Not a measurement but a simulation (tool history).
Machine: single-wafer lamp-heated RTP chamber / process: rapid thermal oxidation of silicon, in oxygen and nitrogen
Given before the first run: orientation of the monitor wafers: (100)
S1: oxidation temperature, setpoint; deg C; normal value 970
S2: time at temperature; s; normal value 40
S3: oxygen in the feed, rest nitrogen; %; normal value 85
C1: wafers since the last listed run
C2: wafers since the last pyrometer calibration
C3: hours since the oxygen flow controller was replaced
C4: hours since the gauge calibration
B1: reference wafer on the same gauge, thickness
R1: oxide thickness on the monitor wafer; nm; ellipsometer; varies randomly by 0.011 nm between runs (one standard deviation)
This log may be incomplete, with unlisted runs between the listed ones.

{"run": 1, "hour": 0.0, "S1": 970, "S2": 40, "S3": 98, "C1": 0, "C2": 771, "C3": 4765.1, "C4": 756.7, "B1": 4.416, "R1": 4.372}
{"run": 2, "hour": 25.4, "S1": 970, "S2": 30, "S3": 85, "C1": 239, "C2": 1011, "C3": 4790.5, "C4": 782.1, "B1": 4.42, "R1": 3.754}
{"run": 3, "hour": 72.2, "S1": 970, "S2": 30, "S3": 85, "C1": 441, "C2": 1453, "C3": 4837.3, "C4": 828.9, "B1": 4.419, "R1": 3.768}
{"run": 4, "hour": 117.3, "S1": 979, "S2": 40, "S3": 75, "C1": 425, "C2": 1879, "C3": 4882.4, "C4": 874.0, "B1": 4.422, "R1": 4.309}
{"run": 5, "hour": 217.0, "S1": 979, "S2": 40, "S3": 75, "C1": 941, "C2": 2821, "C3": 4982.1, "C4": 973.7, "B1": 4.423, "R1": 4.322}
{"run": 6, "hour": 255.2, "S1": 970, "S2": 46, "S3": 85, "C1": 360, "C2": 3181, "C3": 5020.3, "C4": 1011.9, "B1": 4.418, "R1": 4.47}
{"run": 7, "hour": 292.9, "S1": 970, "S2": 46, "S3": 85, "C1": 356, "C2": 3537, "C3": 5058.0, "C4": 1049.6, "B1": 4.416, "R1": 4.464}
{"hour": 442.4, "done": "pyrometer window cleaned and pyrometer calibrated"}
{"run": 8, "hour": 502.8, "S1": 970, "S2": 40, "S3": 85, "C1": 1906, "C2": 570, "C3": 5267.9, "C4": 1259.5, "B1": 4.417, "R1": 4.208}
{"run": 9, "hour": 556.8, "S1": 970, "S2": 40, "S3": 85, "C1": 509, "C2": 1080, "C3": 5321.9, "C4": 1313.5, "B1": 4.422, "R1": 4.224}
{"run": 10, "hour": 614.8, "S1": 970, "S2": 40, "S3": 85, "C1": 547, "C2": 1628, "C3": 5379.9, "C4": 1371.5, "B1": 4.42, "R1": 4.212}
{"run": 11, "hour": 665.7, "S1": 970, "S2": 40, "S3": 85, "C1": 480, "C2": 2109, "C3": 5430.8, "C4": 1422.4, "B1": 4.423, "R1": 4.228}
{"run": 12, "hour": 726.6, "S1": 989, "S2": 40, "S3": 85, "C1": 575, "C2": 2684, "C3": 5491.7, "C4": 1483.3, "B1": 4.419, "R1": 4.842}
{"hour": 740.7, "done": "oxygen flow controller replaced"}
{"run": 13, "hour": 794.2, "S1": 989, "S2": 40, "S3": 85, "C1": 562, "C2": 3247, "C3": 53.5, "C4": 1550.9, "B1": 4.416, "R1": 4.828}
{"run": 14, "hour": 819.1, "S1": 989, "S2": 40, "S3": 85, "C1": 235, "C2": 3482, "C3": 78.4, "C4": 1575.8, "B1": 4.419, "R1": 4.844}
{"hour": 841.4, "done": "gauge calibrated"}
{"run": 15, "hour": 880.5, "S1": 970, "S2": 40, "S3": 76, "C1": 579, "C2": 4062, "C3": 139.8, "C4": 39.1, "B1": 4.421, "R1": 4.118}
{"run": 16, "hour": 925.9, "S1": 970, "S2": 40, "S3": 85, "C1": 428, "C2": 4490, "C3": 185.2, "C4": 84.5, "B1": 4.418, "R1": 4.29}
{"hour": 980.6, "done": "pyrometer window cleaned and pyrometer calibrated"}
{"run": 17, "hour": 983.2, "S1": 970, "S2": 40, "S3": 85, "C1": 465, "C2": 24, "C3": 242.5, "C4": 141.8, "B1": 4.42, "R1": 4.193}
{"run": 18, "hour": 1009.9, "S1": 983, "S2": 40, "S3": 98, "C1": 252, "C2": 277, "C3": 269.2, "C4": 168.5, "B1": 4.416, "R1": 4.791}
{"run": 19, "hour": 1046.4, "S1": 970, "S2": 40, "S3": 85, "C1": 344, "C2": 621, "C3": 305.7, "C4": 205.0, "B1": 4.419, "R1": 4.174}
{"run": 20, "hour": 1174.8, "S1": 948, "S2": 49, "S3": 61, "C1": 1212, "C2": 1834, "C3": 434.1, "C4": 333.4, "B1": 4.421, "R1": 3.603}
{"run": 21, "hour": 1230.2, "S1": 956, "S2": 21, "S3": 70, "C1": 523, "C2": 2357, "C3": 489.5, "C4": 388.8, "B1": 4.422, "R1": 3.004}
{"run": 22, "hour": 1279.7, "S1": 986, "S2": 40, "S3": 85, "C1": 467, "C2": 2824, "C3": 539.0, "C4": 438.3, "B1": 4.419, "R1": 4.701}
{"run": 23, "hour": 1309.6, "S1": 970, "S2": 40, "S3": 85, "C1": 282, "C2": 3107, "C3": 568.9, "C4": 468.2, "B1": 4.422, "R1": 4.263}
{"run": 24, "hour": 1366.6, "S1": 970, "S2": 40, "S3": 93, "C1": 538, "C2": 3645, "C3": 625.9, "C4": 525.2, "B1": 4.419, "R1": 4.38}
{"run": 25, "hour": 1402.9, "S1": 970, "S2": 45, "S3": 58, "C1": 342, "C2": 3988, "C3": 662.2, "C4": 561.5, "B1": 4.423, "R1": 4.012}
{"hour": 1469.0, "done": "pyrometer window cleaned and pyrometer calibrated"}
{"run": 26, "hour": 1473.7, "S1": 970, "S2": 45, "S3": 85, "C1": 593, "C2": 44, "C3": 733.0, "C4": 632.3, "B1": 4.421, "R1": 4.396}
{"run": 27, "hour": 1504.1, "S1": 970, "S2": 40, "S3": 85, "C1": 287, "C2": 331, "C3": 763.4, "C4": 662.7, "B1": 4.42, "R1": 4.199}
{"run": 28, "hour": 1533.1, "S1": 960, "S2": 59, "S3": 98, "C1": 273, "C2": 604, "C3": 792.4, "C4": 691.7, "B1": 4.419, "R1": 4.775}
{"run": 29, "hour": 1557.2, "S1": 955, "S2": 54, "S3": 63, "C1": 227, "C2": 832, "C3": 816.5, "C4": 715.8, "B1": 4.42, "R1": 3.913}
{"run": 30, "hour": 1586.4, "S1": 970, "S2": 21, "S3": 85, "C1": 275, "C2": 1108, "C3": 845.7, "C4": 745.0, "B1": 4.421, "R1": 3.34}
{"run": 31, "hour": 1650.3, "S1": 970, "S2": 58, "S3": 85, "C1": 603, "C2": 1711, "C3": 909.6, "C4": 808.9, "B1": 4.419, "R1": 4.891}
{"run": 32, "hour": 1694.7, "S1": 970, "S2": 40, "S3": 85, "C1": 419, "C2": 2131, "C3": 954.0, "C4": 853.3, "B1": 4.422, "R1": 4.216}
{"run": 33, "hour": 1751.4, "S1": 962, "S2": 30, "S3": 55, "C1": 535, "C2": 2666, "C3": 1010.7, "C4": 910.0, "B1": 4.418, "R1": 3.248}
{"run": 34, "hour": 1782.2, "S1": 986, "S2": 40, "S3": 85, "C1": 290, "C2": 2957, "C3": 1041.5, "C4": 940.8, "B1": 4.419, "R1": 4.702}
{"run": 35, "hour": 1844.8, "S1": 994, "S2": 22, "S3": 59, "C1": 591, "C2": 3548, "C3": 1104.1, "C4": 1003.4, "B1": 4.423, "R1": 3.579}
{"run": 36, "hour": 1901.9, "S1": 970, "S2": 40, "S3": 85, "C1": 539, "C2": 4087, "C3": 1161.2, "C4": 1060.5, "B1": 4.42, "R1": 4.268}
{"run": 37, "hour": 1948.6, "S1": 970, "S2": 40, "S3": 63, "C1": 441, "C2": 4528, "C3": 1207.9, "C4": 1107.2, "B1": 4.421, "R1": 3.929}
{"run": 38, "hour": 2003.2, "S1": 988, "S2": 24, "S3": 98, "C1": 515, "C2": 5044, "C3": 1262.5, "C4": 1161.8, "B1": 4.419, "R1": 4.154}

Hidden state at the last listed run before each entry between runs and at the first one after, where it differs:
Run 7 -> run 8: pyrometer window cleaned and pyrometer calibrated (hour 442.4)
  true wafer temperature minus pyrometer reading, K: 2.46 -> 0.874
  measured result minus the result with no hidden state, R1: +0.075 -> +0.025 nm
Run 12 -> run 13: oxygen flow controller replaced (hour 740.7)
  true wafer temperature minus pyrometer reading, K: 2.01 -> 2.64
  measured result minus the result with no hidden state, R1: +0.068 -> +0.088 nm
Run 14 -> run 15: gauge calibrated (hour 841.4)
  true wafer temperature minus pyrometer reading, K: 2.91 -> 3.64
  measured result minus the result with no hidden state, R1: +0.097 -> +0.096 nm
Run 16 -> run 17: pyrometer window cleaned and pyrometer calibrated (hour 980.6)
  true wafer temperature minus pyrometer reading, K: 4.26 -> 0.325
  measured result minus the result with no hidden state, R1: +0.121 -> +0.009 nm
Run 25 -> run 26: pyrometer window cleaned and pyrometer calibrated (hour 1469.0)
  true wafer temperature minus pyrometer reading, K: 2.95 -> 0.411
  measured result minus the result with no hidden state, R1: +0.073 -> +0.012 nm
